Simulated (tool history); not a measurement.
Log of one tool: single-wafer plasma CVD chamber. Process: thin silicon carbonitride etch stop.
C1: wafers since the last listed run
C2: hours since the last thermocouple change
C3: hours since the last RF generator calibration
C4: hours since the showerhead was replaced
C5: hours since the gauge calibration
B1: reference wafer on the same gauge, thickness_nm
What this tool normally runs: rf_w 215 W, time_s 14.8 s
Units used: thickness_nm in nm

{"run": 1, "hour": 0.0, "rf_w": 240, "time_s": 14.8, "C1": 0, "C2": 2579.5, "C3": 1109, "C4": 7408.9, "C5": 141.2, "B1": 8.55, "thickness_nm": 8.566}
{"run": 2, "hour": 13.2, "rf_w": 240, "time_s": 14.8, "C1": 217, "C2": 2592.7, "C3": 1122.2, "C4": 7422.1, "C5": 154.4, "B1": 8.545, "thickness_nm": 8.542}
{"run": 3, "hour": 21.0, "rf_w": 240, "time_s": 14.8, "C1": 128, "C2": 2600.5, "C3": 1130, "C4": 7429.9, "C5": 162.2, "B1": 8.546, "thickness_nm": 8.555}
{"run": 4, "hour": 29.8, "rf_w": 215, "time_s": 14.8, "C1": 145, "C2": 2609.3, "C3": 1138.8, "C4": 7438.7, "C5": 171, "B1": 8.542, "thickness_nm": 8.369}
{"run": 5, "hour": 39.2, "rf_w": 215, "time_s": 14.8, "C1": 154, "C2": 2618.7, "C3": 1148.2, "C4": 7448.1, "C5": 180.4, "B1": 8.541, "thickness_nm": 8.359}
{"run": 6, "hour": 56.8, "rf_w": 215, "time_s": 14.8, "C1": 290, "C2": 2636.3, "C3": 1165.8, "C4": 7465.7, "C5": 198, "B1": 8.539, "thickness_nm": 8.366}
{"run": 7, "hour": 64.1, "rf_w": 215, "time_s": 14.8, "C1": 120, "C2": 2643.6, "C3": 1173.1, "C4": 7473, "C5": 205.3, "B1": 8.537, "thickness_nm": 8.364}
{"run": 8, "hour": 81.6, "rf_w": 215, "time_s": 14.8, "C1": 288, "C2": 2661.1, "C3": 1190.6, "C4": 7490.5, "C5": 222.8, "B1": 8.539, "thickness_nm": 8.363}
{"run": 9, "hour": 95.0, "rf_w": 215, "time_s": 14.8, "C1": 220, "C2": 2674.5, "C3": 1204, "C4": 7503.9, "C5": 236.2, "B1": 8.535, "thickness_nm": 8.354}
{"hour": 110.8, "done": "thermocouple changed; heater temperature recalibrated"}
{"run": 10, "hour": 120.5, "rf_w": 215, "time_s": 14.8, "C1": 288, "C2": 9.7, "C3": 1229.5, "C4": 7529.4, "C5": 261.7, "B1": 8.535, "thickness_nm": 8.351}
{"hour": 124.0, "done": "gauge calibrated"}
{"run": 11, "hour": 134.4, "rf_w": 215, "time_s": 15.5, "C1": 229, "C2": 23.6, "C3": 1243.4, "C4": 7543.3, "C5": 10.4, "B1": 8.614, "thickness_nm": 8.818}
{"run": 12, "hour": 143.5, "rf_w": 215, "time_s": 15.5, "C1": 150, "C2": 32.7, "C3": 1252.5, "C4": 7552.4, "C5": 19.5, "B1": 8.607, "thickness_nm": 8.822}
{"run": 13, "hour": 157.5, "rf_w": 215, "time_s": 15.5, "C1": 230, "C2": 46.7, "C3": 1266.5, "C4": 7566.4, "C5": 33.5, "B1": 8.593, "thickness_nm": 8.784}
{"run": 14, "hour": 166.4, "rf_w": 215, "time_s": 14.8, "C1": 146, "C2": 55.6, "C3": 1275.4, "C4": 7575.3, "C5": 42.4, "B1": 8.59, "thickness_nm": 8.388}
{"run": 15, "hour": 180.0, "rf_w": 215, "time_s": 15.5, "C1": 224, "C2": 69.2, "C3": 1289, "C4": 7588.9, "C5": 56, "B1": 8.578, "thickness_nm": 8.768}
{"run": 16, "hour": 188.9, "rf_w": 215, "time_s": 14.8, "C1": 146, "C2": 78.1, "C3": 1297.9, "C4": 7597.8, "C5": 64.9, "B1": 8.575, "thickness_nm": 8.4}
{"hour": 203.2, "done": "RF generator calibrated"}
{"run": 17, "hour": 203.7, "rf_w": 195, "time_s": 14, "C1": 112, "C2": 92.9, "C3": 0.5, "C4": 7612.6, "C5": 79.7, "B1": 8.567, "thickness_nm": 7.805}
{"run": 18, "hour": 212.1, "rf_w": 215, "time_s": 17.6, "C1": 138, "C2": 101.3, "C3": 8.9, "C4": 7621, "C5": 88.1, "B1": 8.562, "thickness_nm": 9.953}

What does the tool deliver on the next run?
{"hour": 220.4, "done": "showerhead replaced"}
{"run": 19, "hour": 223.2, "rf_w": 245, "time_s": 13.9, "C1": 51, "C2": 112.4, "C3": 20, "C4": 2.8, "C5": 99.2, "B1": "?", "thickness_nm": "?"}

Run 19 yielded B1 8.56, thickness_nm 8.1 nm.
The same run, on a tool lacking any hidden state, would have yielded thickness_nm 8.176 nm.
